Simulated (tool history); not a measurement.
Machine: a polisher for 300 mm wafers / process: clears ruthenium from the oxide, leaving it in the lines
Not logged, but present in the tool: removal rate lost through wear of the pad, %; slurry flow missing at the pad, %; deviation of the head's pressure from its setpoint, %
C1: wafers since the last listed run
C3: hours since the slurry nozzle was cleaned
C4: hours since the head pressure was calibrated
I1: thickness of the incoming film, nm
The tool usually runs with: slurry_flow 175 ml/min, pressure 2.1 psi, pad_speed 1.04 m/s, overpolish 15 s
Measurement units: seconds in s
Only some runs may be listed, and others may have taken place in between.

run 1 hour=0 | slurry_flow=175 pressure=2.1 pad_speed=1.04 overpolish=15 | C1=0 wafers_polished_on_this_pad=2332 C3=416.9 C4=142.3 | I1=110.5 | seconds=92.1
run 2 hour=71.3 | slurry_flow=175 pressure=2.1 pad_speed=1.04 overpolish=15 | C1=390 wafers_polished_on_this_pad=2722 C3=488.2 C4=213.6 | I1=112.2 | seconds=94.8
-- hour=91.8 slurry nozzle cleaned
-- hour=139.6 worn pad replaced by a new one
run 3 hour=140.1 | slurry_flow=175 pressure=2.1 pad_speed=1.04 overpolish=15 | C1=349 wafers_polished_on_this_pad=2 C3=48.3 C4=282.4 | I1=110.1 | seconds=93.3
run 4 hour=177.4 | slurry_flow=175 pressure=2.1 pad_speed=1.04 overpolish=15 | C1=204 wafers_polished_on_this_pad=206 C3=85.6 C4=319.7 | I1=108.4 | seconds=92.1
run 5 hour=236.2 | slurry_flow=175 pressure=2.1 pad_speed=1.04 overpolish=15 | C1=321 wafers_polished_on_this_pad=528 C3=144.4 C4=378.5 | I1=110.9 | seconds=95.5
run 6 hour=416.4 | slurry_flow=175 pressure=2.1 pad_speed=1.04 overpolish=15 | C1=986 wafers_polished_on_this_pad=1514 C3=324.6 C4=558.7 | I1=108.4 | seconds=95.7
run 7 hour=619.4 | slurry_flow=175 pressure=2.1 pad_speed=1.04 overpolish=15 | C1=1110 wafers_polished_on_this_pad=2625 C3=527.6 C4=761.7 | I1=108.8 | seconds=99.1
-- hour=636 slurry nozzle cleaned
run 8 hour=692 | slurry_flow=175 pressure=2.1 pad_speed=1.04 overpolish=15 | C1=391 wafers_polished_on_this_pad=3017 C3=56 C4=834.3 | I1=109.3 | seconds=100.6
-- hour=699.7 worn pad replaced by a new one
run 9 hour=752.2 | slurry_flow=175 pressure=2.1 pad_speed=1.04 overpolish=15 | C1=307 wafers_polished_on_this_pad=287 C3=116.2 C4=894.5 | I1=109.7 | seconds=104.8
run 10 hour=839.7 | slurry_flow=175 pressure=2.1 pad_speed=1.04 overpolish=15 | C1=478 wafers_polished_on_this_pad=766 C3=203.7 C4=982 | I1=108.9 | seconds=101.5
run 11 hour=911 | slurry_flow=175 pressure=2.1 pad_speed=1.04 overpolish=15 | C1=390 wafers_polished_on_this_pad=1156 C3=275 C4=1053.3 | I1=111.9 | seconds=109.5
-- hour=932.1 head pressure recalibrated
run 12 hour=1007.3 | slurry_flow=175 pressure=2.1 pad_speed=1.04 overpolish=15 | C1=516 wafers_polished_on_this_pad=1672 C3=371.3 C4=75.2 | I1=109.1 | seconds=92.8
run 13 hour=1112.7 | slurry_flow=175 pressure=2.1 pad_speed=1.04 overpolish=15 | C1=576 wafers_polished_on_this_pad=2249 C3=476.7 C4=180.6 | I1=111.6 | seconds=96.7
-- hour=1203.8 slurry nozzle cleaned
run 14 hour=1220.3 | slurry_flow=175 pressure=2.1 pad_speed=1.04 overpolish=15 | C1=583 wafers_polished_on_this_pad=2832 C3=16.5 C4=288.2 | I1=109 | seconds=93.3
-- hour=1289.5 worn pad replaced by a new one
run 15 hour=1316.2 | slurry_flow=175 pressure=1.9 pad_speed=1.04 overpolish=15 | C1=502 wafers_polished_on_this_pad=146 C3=112.4 C4=384.1 | I1=109.3 | seconds=106.4
run 16 hour=1418.3 | slurry_flow=175 pressure=1.9 pad_speed=1.04 overpolish=15 | C1=558 wafers_polished_on_this_pad=705 C3=214.5 C4=486.2 | I1=109 | seconds=106.8
run 17 hour=1516.7 | slurry_flow=175 pressure=2.1 pad_speed=1.04 overpolish=15 | C1=538 wafers_polished_on_this_pad=1243 C3=312.9 C4=584.6 | I1=109.3 | seconds=100.2
run 18 hour=1563.4 | slurry_flow=175 pressure=1.8 pad_speed=1.16 overpolish=15 | C1=255 wafers_polished_on_this_pad=1499 C3=359.6 C4=631.3 | I1=109.4 | seconds=105.1
run 19 hour=1604.8 | slurry_flow=175 pressure=2.1 pad_speed=1.04 overpolish=15 | C1=226 wafers_polished_on_this_pad=1725 C3=401 C4=672.7 | I1=109 | seconds=100.6
-- hour=1682.4 slurry nozzle cleaned
run 20 hour=1711.7 | slurry_flow=175 pressure=2.1 pad_speed=1.04 overpolish=15 | C1=579 wafers_polished_on_this_pad=2305 C3=29.3 C4=779.6 | I1=109.8 | seconds=100.6
run 21 hour=1790 | slurry_flow=195 pressure=2.1 pad_speed=1.28 overpolish=15 | C1=428 wafers_polished_on_this_pad=2733 C3=107.6 C4=857.9 | I1=109.5 | seconds=83.2
-- hour=1802.2 worn pad replaced by a new one
run 22 hour=1885.2 | slurry_flow=175 pressure=2.1 pad_speed=1.04 overpolish=15 | C1=499 wafers_polished_on_this_pad=454 C3=202.8 C4=953.1 | I1=110.7 | seconds=108.2
-- hour=1923.5 head pressure recalibrated
run 23 hour=1945.7 | slurry_flow=160 pressure=1.4 pad_speed=1.04 overpolish=20 | C1=320 wafers_polished_on_this_pad=774 C3=263.3 C4=22.2 | I1=109.8 | seconds=143.1
run 24 hour=2040.5 | slurry_flow=175 pressure=2.3 pad_speed=0.8 overpolish=15 | C1=518 wafers_polished_on_this_pad=1293 C3=358.1 C4=117 | I1=110.1 | seconds=111.4
run 25 hour=2129 | slurry_flow=175 pressure=2.6 pad_speed=1.04 overpolish=15 | C1=484 wafers_polished_on_this_pad=1777 C3=446.6 C4=205.5 | I1=110.1 | seconds=76.9
run 26 hour=2207.6 | slurry_flow=135 pressure=1.9 pad_speed=1.36 overpolish=10 | C1=430 wafers_polished_on_this_pad=2207 C3=525.2 C4=284.1 | I1=111.8 | seconds=87.7
-- hour=2244.2 slurry nozzle cleaned
-- hour=2300.1 worn pad replaced by a new one
run 27 hour=2300.6 | slurry_flow=175 pressure=2.1 pad_speed=1.04 overpolish=15 | C1=481 wafers_polished_on_this_pad=2 C3=56.4 C4=377.1 | I1=108.9 | seconds=95.7
run 28 hour=2399.2 | slurry_flow=175 pressure=2.1 pad_speed=1.04 overpolish=15 | C1=539 wafers_polished_on_this_pad=542 C3=155 C4=475.7 | I1=109.9 | seconds=97.8
run 29 hour=2483.4 | slurry_flow=175 pressure=2.1 pad_speed=0.72 overpolish=15 | C1=460 wafers_polished_on_this_pad=1002 C3=239.2 C4=559.9 | I1=110.4 | seconds=140.7
run 30 hour=2521.9 | slurry_flow=120 pressure=2.4 pad_speed=0.84 overpolish=6 | C1=210 wafers_polished_on_this_pad=1213 C3=277.7 C4=598.4 | I1=111.6 | seconds=117.7
run 31 hour=2565.2 | slurry_flow=150 pressure=2.1 pad_speed=1.04 overpolish=15 | C1=236 wafers_polished_on_this_pad=1450 C3=321 C4=641.7 | I1=109.2 | seconds=103
run 32 hour=2646 | slurry_flow=220 pressure=2.1 pad_speed=1.38 overpolish=15 | C1=442 wafers_polished_on_this_pad=1892 C3=401.8 C4=722.5 | I1=109.6 | seconds=74.8

Same runs, no hidden state in the tool, same run-to-run variation:
run=1 seconds=94.3
run=2 seconds=96.8
run=3 seconds=94.9
run=4 seconds=93.4
run=5 seconds=96.4
run=6 seconds=94.7
run=7 seconds=94.8
run=8 seconds=94.9
run=9 seconds=97.5
run=10 seconds=92.4
run=11 seconds=97.8
run=12 seconds=93.6
run=13 seconds=97.2
run=14 seconds=93.2
run=15 seconds=105.5
run=16 seconds=104.7
run=17 seconds=97
run=18 seconds=101.1
run=19 seconds=96.1
run=20 seconds=94.2
run=21 seconds=76.6
run=22 seconds=97.4
run=23 seconds=143.5
run=24 seconds=111.5
run=25 seconds=76.7
run=26 seconds=87.1
run=27 seconds=94.3
run=28 seconds=95.4
run=29 seconds=135.8
run=30 seconds=113
run=31 seconds=98.2
run=32 seconds=70.3

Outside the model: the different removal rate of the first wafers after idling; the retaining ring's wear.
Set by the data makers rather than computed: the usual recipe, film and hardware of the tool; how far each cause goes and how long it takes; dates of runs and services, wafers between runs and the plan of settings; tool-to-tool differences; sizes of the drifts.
